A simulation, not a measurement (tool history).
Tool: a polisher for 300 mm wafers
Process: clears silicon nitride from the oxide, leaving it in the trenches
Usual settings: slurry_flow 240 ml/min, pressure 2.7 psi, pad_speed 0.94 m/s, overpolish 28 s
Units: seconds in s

run   hour  slurry_flow  pressure  pad_speed  overpolish  incoming thickness of the incoming film, nm  seconds
  1      0          240       2.7       0.94          28                                        114.6    135.4
  2   13.3          240       2.7       0.94          28                                        117.1    140.4
  3   24.4          240       2.7       0.94          28                                        113.8    139.4
  4   31.8          300       2.7       0.94          28                                        116.6    140.2
  5   41.7          300       2.7       0.94          28                                        116.1    133.3
  6   57.7          300       2.7       0.94          28                                        115.8    135.6
      64.1  -- head pressure recalibrated
  7   75.7          240       2.7       1.02          28                                          115    126.1
  8   84.7          240       2.7       1.02          28                                        115.6    126.9
  9   95.9          240       2.7       1.24          42                                          117    107.3
     104.1  -- worn pad replaced by a new one
 10  105.2          310       2.7       0.94          22                                        115.5    135.9
     116.2  -- slurry nozzle cleaned
 11  118.1          325       3.3       1.12          13                                        116.1     92.7
 12  124.7          185       3.2       0.76          33                                        113.2    146.1
 13  139.5          240       2.7       0.94          13                                          116    139.4
 14  150.8          300       2.7       0.94          28                                        113.9    135.3
 15  166.4          240       2.7       0.94          28                                        112.6      130
 16    173          240       1.9       0.78          28                                        114.8    229.3
 17    185          240       2.7       0.94          28                                        112.8    136.3

4 ways to go on from here, each from the tool as it stands after run 17. What would each give?
  A  185.5          310       2.7       0.94          28                                        115.7        ?
  B  185.5          325       2.3       1.24          38                                        115.7        ?
  C  185.5          320         3       1.18          35                                        115.7        ?
  D  185.5          165         2       0.94          16                                        115.7        ?

run  seconds
  A    134.9
  B    118.7
  C     96.9
  D    191.4
Without the tool's hidden state the same runs would have given:
run  seconds
  A    134.9
  B    118.7
  C     96.9
  D    191.4
